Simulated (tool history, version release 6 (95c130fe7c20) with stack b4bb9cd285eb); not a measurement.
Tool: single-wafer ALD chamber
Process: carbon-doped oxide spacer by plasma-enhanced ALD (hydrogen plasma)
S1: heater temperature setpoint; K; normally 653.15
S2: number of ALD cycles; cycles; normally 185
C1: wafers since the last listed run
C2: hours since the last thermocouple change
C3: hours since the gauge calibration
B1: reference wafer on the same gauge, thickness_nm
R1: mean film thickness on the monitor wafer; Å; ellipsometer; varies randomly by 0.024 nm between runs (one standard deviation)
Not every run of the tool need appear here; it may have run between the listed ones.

{"run": 1, "hour": 0.0, "S1": 653.15, "S2": 167, "C1": 0, "C2": 286.2, "C3": 386.8, "B1": 8.922, "R1": 85.22}
{"run": 2, "hour": 98.9, "S1": 653.15, "S2": 185, "C1": 187, "C2": 385.1, "C3": 485.7, "B1": 8.919, "R1": 94.62}
{"run": 3, "hour": 143.9, "S1": 653.15, "S2": 185, "C1": 85, "C2": 430.1, "C3": 530.7, "B1": 8.924, "R1": 94.59}
{"run": 4, "hour": 242.8, "S1": 653.15, "S2": 185, "C1": 187, "C2": 529.0, "C3": 629.6, "B1": 8.923, "R1": 94.58}
{"run": 5, "hour": 343.8, "S1": 645.15, "S2": 185, "C1": 191, "C2": 630.0, "C3": 730.6, "B1": 8.918, "R1": 94.21}
{"run": 6, "hour": 419.7, "S1": 645.15, "S2": 185, "C1": 143, "C2": 705.9, "C3": 806.5, "B1": 8.916, "R1": 94.44}
{"run": 7, "hour": 495.4, "S1": 645.15, "S2": 185, "C1": 143, "C2": 781.6, "C3": 882.2, "B1": 8.918, "R1": 94.07}
{"run": 8, "hour": 600.5, "S1": 653.15, "S2": 164, "C1": 198, "C2": 886.7, "C3": 987.3, "B1": 8.916, "R1": 84.14}
{"run": 9, "hour": 647.2, "S1": 653.15, "S2": 164, "C1": 88, "C2": 933.4, "C3": 1034.0, "B1": 8.92, "R1": 83.5}
{"run": 10, "hour": 741.5, "S1": 653.15, "S2": 185, "C1": 178, "C2": 1027.7, "C3": 1128.3, "B1": 8.921, "R1": 94.24}
{"run": 11, "hour": 841.3, "S1": 653.15, "S2": 185, "C1": 188, "C2": 1127.5, "C3": 1228.1, "B1": 8.923, "R1": 94.48}
{"run": 12, "hour": 921.3, "S1": 653.15, "S2": 185, "C1": 151, "C2": 1207.5, "C3": 1308.1, "B1": 8.922, "R1": 94.34}
{"run": 13, "hour": 972.7, "S1": 653.15, "S2": 185, "C1": 97, "C2": 1258.9, "C3": 1359.5, "B1": 8.92, "R1": 94.3}
{"run": 14, "hour": 1069.6, "S1": 653.15, "S2": 185, "C1": 183, "C2": 1355.8, "C3": 1456.4, "B1": 8.919, "R1": 94.87}
{"run": 15, "hour": 1152.2, "S1": 653.15, "S2": 185, "C1": 156, "C2": 1438.4, "C3": 1539.0, "B1": 8.919, "R1": 94.43}
{"run": 16, "hour": 1253.9, "S1": 653.15, "S2": 185, "C1": 192, "C2": 1540.1, "C3": 1640.7, "B1": 8.919, "R1": 94.36}
{"run": 17, "hour": 1303.5, "S1": 653.15, "S2": 209, "C1": 93, "C2": 1589.7, "C3": 1690.3, "B1": 8.921, "R1": 106.96}
{"run": 18, "hour": 1411.0, "S1": 653.15, "S2": 209, "C1": 203, "C2": 1697.2, "C3": 1797.8, "B1": 8.919, "R1": 106.54}
{"hour": 1437.0, "done": "thermocouple changed; heater temperature recalibrated"}
{"run": 19, "hour": 1503.9, "S1": 653.15, "S2": 209, "C1": 160, "C2": 66.9, "C3": 1890.7, "B1": 8.916, "R1": 107.08}
{"run": 20, "hour": 1733.9, "S1": 653.15, "S2": 185, "C1": 435, "C2": 296.9, "C3": 2120.7, "B1": 8.919, "R1": 94.62}
{"run": 21, "hour": 1799.7, "S1": 660.15, "S2": 152, "C1": 124, "C2": 362.7, "C3": 2186.5, "B1": 8.91, "R1": 77.79}
{"run": 22, "hour": 1867.3, "S1": 648.15, "S2": 198, "C1": 127, "C2": 430.3, "C3": 2254.1, "B1": 8.922, "R1": 101.29}
{"hour": 1871.5, "done": "gauge calibrated"}
{"run": 23, "hour": 1973.5, "S1": 663.15, "S2": 175, "C1": 201, "C2": 536.5, "C3": 102.0, "B1": 8.922, "R1": 89.31}
{"run": 24, "hour": 2079.7, "S1": 660.15, "S2": 213, "C1": 201, "C2": 642.7, "C3": 208.2, "B1": 8.919, "R1": 108.66}
{"run": 25, "hour": 2135.6, "S1": 663.15, "S2": 212, "C1": 105, "C2": 698.6, "C3": 264.1, "B1": 8.919, "R1": 108.27}
{"run": 26, "hour": 2242.8, "S1": 668.15, "S2": 221, "C1": 202, "C2": 805.8, "C3": 371.3, "B1": 8.924, "R1": 112.69}
{"run": 27, "hour": 2330.5, "S1": 665.15, "S2": 149, "C1": 166, "C2": 893.5, "C3": 459.0, "B1": 8.916, "R1": 76.12}
{"run": 28, "hour": 2383.5, "S1": 653.15, "S2": 163, "C1": 100, "C2": 946.5, "C3": 512.0, "B1": 8.92, "R1": 83.34}
{"run": 29, "hour": 2463.7, "S1": 653.15, "S2": 185, "C1": 151, "C2": 1026.7, "C3": 592.2, "B1": 8.923, "R1": 94.77}
{"run": 30, "hour": 2516.7, "S1": 653.15, "S2": 172, "C1": 100, "C2": 1079.7, "C3": 645.2, "B1": 8.916, "R1": 88.02}
{"run": 31, "hour": 2613.4, "S1": 649.15, "S2": 198, "C1": 183, "C2": 1176.4, "C3": 741.9, "B1": 8.924, "R1": 101.47}
{"run": 32, "hour": 2716.4, "S1": 639.15, "S2": 203, "C1": 195, "C2": 1279.4, "C3": 844.9, "B1": 8.922, "R1": 103.94}
{"run": 33, "hour": 2769.4, "S1": 653.15, "S2": 185, "C1": 100, "C2": 1332.4, "C3": 897.9, "B1": 8.912, "R1": 94.17}
{"run": 34, "hour": 2871.9, "S1": 653.15, "S2": 185, "C1": 194, "C2": 1434.9, "C3": 1000.4, "B1": 8.911, "R1": 94.73}
{"run": 35, "hour": 2917.7, "S1": 663.15, "S2": 221, "C1": 86, "C2": 1480.7, "C3": 1046.2, "B1": 8.917, "R1": 113.52}
{"run": 36, "hour": 3022.8, "S1": 653.15, "S2": 185, "C1": 198, "C2": 1585.8, "C3": 1151.3, "B1": 8.914, "R1": 94.63}
{"run": 37, "hour": 3082.7, "S1": 662.15, "S2": 185, "C1": 113, "C2": 1645.7, "C3": 1211.2, "B1": 8.914, "R1": 94.91}
{"run": 38, "hour": 3182.1, "S1": 640.15, "S2": 153, "C1": 188, "C2": 1745.1, "C3": 1310.6, "B1": 8.923, "R1": 77.95}
{"run": 39, "hour": 3293.3, "S1": 642.15, "S2": 204, "C1": 210, "C2": 1856.3, "C3": 1421.8, "B1": 8.916, "R1": 104.62}
{"hour": 3311.5, "done": "thermocouple changed; heater temperature recalibrated"}
{"run": 40, "hour": 3374.6, "S1": 640.15, "S2": 202, "C1": 138, "C2": 63.1, "C3": 1503.1, "B1": 8.919, "R1": 103.25}

How the hidden state differs across the entries between the runs, from the last listed run before each to the first after it:
Runs 18 to 19: thermocouple changed; heater temperature recalibrated (hour 1437.0)
  no hidden state differs between the two runs
Runs 22 to 23: gauge calibrated (hour 1871.5)
  no hidden state differs between the two runs
Runs 39 to 40: thermocouple changed; heater temperature recalibrated (hour 3311.5)
  no hidden state differs between the two runs
